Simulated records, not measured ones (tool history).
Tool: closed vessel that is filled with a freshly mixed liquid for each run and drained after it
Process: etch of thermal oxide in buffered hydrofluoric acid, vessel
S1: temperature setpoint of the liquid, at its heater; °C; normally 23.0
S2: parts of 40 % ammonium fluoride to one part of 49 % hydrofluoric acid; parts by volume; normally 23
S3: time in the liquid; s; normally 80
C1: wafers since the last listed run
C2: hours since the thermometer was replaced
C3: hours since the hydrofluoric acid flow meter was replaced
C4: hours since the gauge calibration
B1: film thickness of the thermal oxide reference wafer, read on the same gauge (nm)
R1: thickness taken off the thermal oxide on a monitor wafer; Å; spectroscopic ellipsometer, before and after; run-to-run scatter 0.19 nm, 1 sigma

{"run": 1, "hour": 0.0, "S1": 23.0, "S2": 23, "S3": 80, "C1": 0, "C2": 433.6, "C3": 395.2, "C4": 1197.5, "B1": 129.99, "R1": 380.4}
{"run": 2, "hour": 34.2, "S1": 20.5, "S2": 23, "S3": 80, "C1": 4698, "C2": 467.8, "C3": 429.4, "C4": 1231.7, "B1": 130.0, "R1": 332.1}
{"run": 3, "hour": 106.1, "S1": 20.5, "S2": 23, "S3": 80, "C1": 9877, "C2": 539.7, "C3": 501.3, "C4": 1303.6, "B1": 130.01, "R1": 332.9}
{"run": 4, "hour": 136.1, "S1": 20.5, "S2": 23, "S3": 80, "C1": 4121, "C2": 569.7, "C3": 531.3, "C4": 1333.6, "B1": 130.01, "R1": 331.7}
{"hour": 155.2, "done": "thermometer replaced"}
{"run": 5, "hour": 191.1, "S1": 23.0, "S2": 23, "S3": 80, "C1": 7418, "C2": 35.9, "C3": 586.3, "C4": 1388.6, "B1": 129.99, "R1": 375.9}
{"run": 6, "hour": 228.6, "S1": 23.0, "S2": 23, "S3": 80, "C1": 5151, "C2": 73.4, "C3": 623.8, "C4": 1426.1, "B1": 130.01, "R1": 373.3}
{"run": 7, "hour": 272.6, "S1": 23.0, "S2": 23, "S3": 80, "C1": 6044, "C2": 117.4, "C3": 667.8, "C4": 1470.1, "B1": 130.01, "R1": 375.3}
{"run": 8, "hour": 344.6, "S1": 19.5, "S2": 23, "S3": 80, "C1": 9890, "C2": 189.4, "C3": 739.8, "C4": 1542.1, "B1": 129.97, "R1": 308.2}
{"run": 9, "hour": 415.9, "S1": 19.5, "S2": 23, "S3": 80, "C1": 9794, "C2": 260.7, "C3": 811.1, "C4": 1613.4, "B1": 129.99, "R1": 312.2}
{"run": 10, "hour": 456.5, "S1": 19.5, "S2": 23, "S3": 80, "C1": 5577, "C2": 301.3, "C3": 851.7, "C4": 1654.0, "B1": 129.99, "R1": 308.2}
{"hour": 516.8, "done": "hydrofluoric acid flow meter replaced"}
{"hour": 590.2, "done": "gauge calibrated"}
{"run": 11, "hour": 610.9, "S1": 23.0, "S2": 23, "S3": 80, "C1": 21073, "C2": 455.7, "C3": 94.1, "C4": 20.7, "B1": 129.98, "R1": 381.1}
{"run": 12, "hour": 646.6, "S1": 23.0, "S2": 23, "S3": 80, "C1": 4904, "C2": 491.4, "C3": 129.8, "C4": 56.4, "B1": 130.01, "R1": 382.3}
{"run": 13, "hour": 709.8, "S1": 23.0, "S2": 23, "S3": 80, "C1": 8681, "C2": 554.6, "C3": 193.0, "C4": 119.6, "B1": 129.99, "R1": 380.7}
{"hour": 720.7, "done": "thermometer replaced"}
{"run": 14, "hour": 760.1, "S1": 23.0, "S2": 23, "S3": 105, "C1": 6772, "C2": 39.4, "C3": 243.3, "C4": 169.9, "B1": 129.99, "R1": 484.9}
{"run": 15, "hour": 788.9, "S1": 23.0, "S2": 23, "S3": 105, "C1": 3956, "C2": 68.2, "C3": 272.1, "C4": 198.7, "B1": 129.99, "R1": 485.6}
{"run": 16, "hour": 821.9, "S1": 19.0, "S2": 18, "S3": 105, "C1": 4533, "C2": 101.2, "C3": 305.1, "C4": 231.7, "B1": 129.99, "R1": 482.8}

Run 17 comes next. What will it give?
{"run": 17, "hour": 867.1, "S1": 19.0, "S2": 23, "S3": 120, "C1": 6209, "C2": 146.4, "C3": 350.3, "C4": 276.9, "B1": "?", "R1": "?"}

Run 17 yielded B1 129.97, R1 450.8 Å.
Without the tool's hidden state the same run would have given R1 447.3 Å.
